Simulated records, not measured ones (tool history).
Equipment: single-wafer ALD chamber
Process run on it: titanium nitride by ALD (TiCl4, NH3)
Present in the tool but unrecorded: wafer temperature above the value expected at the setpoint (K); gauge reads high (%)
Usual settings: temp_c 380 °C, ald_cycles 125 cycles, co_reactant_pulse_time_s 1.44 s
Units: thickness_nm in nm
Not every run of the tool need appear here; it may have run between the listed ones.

| run | hour | temp_c | ald_cycles | co_reactant_pulse_time_s | wafers since the last listed run | hours since the last thermocouple change | hours since the showerhead was replaced | hours since the gauge calibration | read-back reference wafer on the same gauge, thickness_nm | thickness_nm |
|---|---|---|---|---|---|---|---|---|---|---|
| 1 | 0.0 | 388 | 125 | 1.44 | 0 | 550.1 | 5397.8 | 505.1 | 2.760 | 2.615 |
| 2 | 25.6 | 388 | 125 | 1.44 | 46 | 575.7 | 5423.4 | 530.7 | 2.762 | 2.627 |
| 3 | 46.1 | 380 | 125 | 1.44 | 37 | 596.2 | 5443.9 | 551.2 | 2.761 | 2.598 |
| 4 | 81.3 | 380 | 125 | 1.44 | 64 | 631.4 | 5479.1 | 586.4 | 2.760 | 2.592 |
| 5 | 95.9 | 380 | 125 | 1.44 | 26 | 646.0 | 5493.7 | 601.0 | 2.759 | 2.584 |
|  | 101.7 | gauge calibrated |
| 6 | 129.4 | 380 | 125 | 1.44 | 61 | 679.5 | 5527.2 | 27.7 | 2.760 | 2.590 |
| 7 | 147.8 | 380 | 125 | 1.44 | 33 | 697.9 | 5545.6 | 46.1 | 2.757 | 2.594 |
| 8 | 167.2 | 380 | 125 | 1.16 | 35 | 717.3 | 5565.0 | 65.5 | 2.760 | 2.530 |
| 9 | 197.0 | 380 | 125 | 1.16 | 54 | 747.1 | 5594.8 | 95.3 | 2.763 | 2.539 |
| 10 | 216.4 | 380 | 125 | 1.16 | 35 | 766.5 | 5614.2 | 114.7 | 2.761 | 2.544 |
| 11 | 233.8 | 380 | 125 | 1.44 | 31 | 783.9 | 5631.6 | 132.1 | 2.761 | 2.598 |
| 12 | 265.5 | 380 | 125 | 1.44 | 57 | 815.6 | 5663.3 | 163.8 | 2.759 | 2.598 |
| 13 | 284.8 | 380 | 125 | 1.44 | 35 | 834.9 | 5682.6 | 183.1 | 2.760 | 2.581 |
| 14 | 318.7 | 380 | 125 | 1.44 | 61 | 868.8 | 5716.5 | 217.0 | 2.759 | 2.593 |
| 15 | 352.7 | 380 | 125 | 1.44 | 62 | 902.8 | 5750.5 | 251.0 | 2.758 | 2.597 |
| 16 | 369.1 | 380 | 138 | 1.67 | 29 | 919.2 | 5766.9 | 267.4 | 2.760 | 2.891 |
| 17 | 398.9 | 391 | 136 | 1.44 | 54 | 949.0 | 5796.7 | 297.2 | 2.759 | 2.858 |
| 18 | 474.2 | 380 | 125 | 1.44 | 137 | 1024.3 | 5872.0 | 372.5 | 2.760 | 2.586 |
| 19 | 504.7 | 380 | 125 | 1.76 | 55 | 1054.8 | 5902.5 | 403.0 | 2.759 | 2.631 |
| 20 | 537.7 | 389 | 139 | 0.94 | 60 | 1087.8 | 5935.5 | 436.0 | 2.759 | 2.784 |
| 21 | 570.9 | 380 | 145 | 1.00 | 60 | 1121.0 | 5968.7 | 469.2 | 2.762 | 2.892 |
|  | 594.4 | showerhead replaced |
| 22 | 594.9 | 390 | 108 | 1.65 | 29 | 1145.0 | 0.5 | 493.2 | 2.759 | 2.283 |
| 23 | 621.6 | 373 | 137 | 1.59 | 48 | 1171.7 | 27.2 | 519.9 | 2.759 | 2.836 |

Expected results for the next run?
| 24 | 641.5 | 380 | 125 | 0.98 | 36 | 1191.6 | 47.1 | 539.8 | ? | ? |

{"run 24": {"read-back reference wafer on the same gauge, thickness_nm": 2.762, "thickness_nm": 2.482}}
The same run, on a tool lacking any hidden state, would have yielded thickness_nm 2.482 nm.
